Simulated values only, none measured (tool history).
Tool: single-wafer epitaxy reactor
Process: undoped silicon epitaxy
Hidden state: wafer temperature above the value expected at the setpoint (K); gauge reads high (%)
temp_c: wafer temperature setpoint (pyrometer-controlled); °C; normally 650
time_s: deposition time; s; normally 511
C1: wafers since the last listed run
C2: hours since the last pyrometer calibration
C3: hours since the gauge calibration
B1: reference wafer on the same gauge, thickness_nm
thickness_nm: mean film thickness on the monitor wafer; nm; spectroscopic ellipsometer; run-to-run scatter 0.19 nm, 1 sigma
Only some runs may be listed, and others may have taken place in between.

Run 1, hour 0.0: usual settings but time_s 443 s; C1 0; C2 2584.1; C3 68.5; B1 92.940. Result: thickness_nm 68.206 nm.
Run 2, hour 15.2: usual settings but time_s 443 s; C1 74; C2 2599.3; C3 83.7; B1 92.971. Result: thickness_nm 68.353 nm.
Run 3, hour 29.0: usual settings but temp_c 655 °C; C1 67; C2 2613.1; C3 97.5; B1 92.973. Result: thickness_nm 89.071 nm.
Run 4, hour 37.4: usual settings but time_s 437 s; C1 41; C2 2621.5; C3 105.9; B1 92.818. Result: thickness_nm 67.340 nm.
Run 5, hour 52.2: usual settings but time_s 437 s; C1 72; C2 2636.3; C3 120.7; B1 92.950. Result: thickness_nm 67.198 nm.
Run 6, hour 68.1: usual settings; C1 77; C2 2652.2; C3 136.6; B1 92.843. Result: thickness_nm 78.502 nm.
Run 7, hour 80.3: usual settings; C1 59; C2 2664.4; C3 148.8; B1 92.931. Result: thickness_nm 78.494 nm.
Run 8, hour 94.8: usual settings but temp_c 664 °C, time_s 452 s; C1 70; C2 2678.9; C3 163.3; B1 92.864. Result: thickness_nm 97.993 nm.
At hour 107.8: pyrometer calibrated.
Run 9, hour 108.3: usual settings; C1 26; C2 0.5; C3 176.8; B1 92.940. Result: thickness_nm 87.813 nm.
Run 10, hour 131.4: usual settings but temp_c 661 °C, time_s 464 s; C1 112; C2 23.6; C3 199.9; B1 92.879. Result: thickness_nm 104.032 nm.
At hour 136.8: gauge calibrated.
Run 11, hour 141.8: usual settings but temp_c 658 °C, time_s 560 s; C1 50; C2 34.0; C3 5.0; B1 92.854. Result: thickness_nm 116.369 nm.
Run 12, hour 148.4: usual settings but temp_c 659 °C, time_s 480 s; C1 32; C2 40.6; C3 11.6; B1 92.927. Result: thickness_nm 102.815 nm.
Run 13, hour 157.6: usual settings but temp_c 664 °C, time_s 537 s; C1 44; C2 49.8; C3 20.8; B1 92.890. Result: thickness_nm 130.044 nm.
Run 14, hour 172.0: usual settings but temp_c 661 °C, time_s 464 s; C1 70; C2 64.2; C3 35.2; B1 92.925. Result: thickness_nm 104.067 nm.
Run 15, hour 189.8: usual settings; C1 86; C2 82.0; C3 53.0; B1 92.958. Result: thickness_nm 87.617 nm.

What differs in the tool's unlogged condition from the final listed run ahead of each entry between runs to the first listed run following it?
Between runs 8 and 9: pyrometer calibrated (hour 107.8)
  wafer temperature above the value expected at the setpoint (K): -5.39 -> -0.871
  the result without the hidden state subtracted from the measured one, thickness_nm: -13.638 -> -1.924 nm
Between runs 10 and 11: gauge calibrated (hour 136.8)
  wafer temperature above the value expected at the setpoint (K): -0.922 -> -0.946
  the result without the hidden state subtracted from the measured one, thickness_nm: -2.349 -> -2.714 nm

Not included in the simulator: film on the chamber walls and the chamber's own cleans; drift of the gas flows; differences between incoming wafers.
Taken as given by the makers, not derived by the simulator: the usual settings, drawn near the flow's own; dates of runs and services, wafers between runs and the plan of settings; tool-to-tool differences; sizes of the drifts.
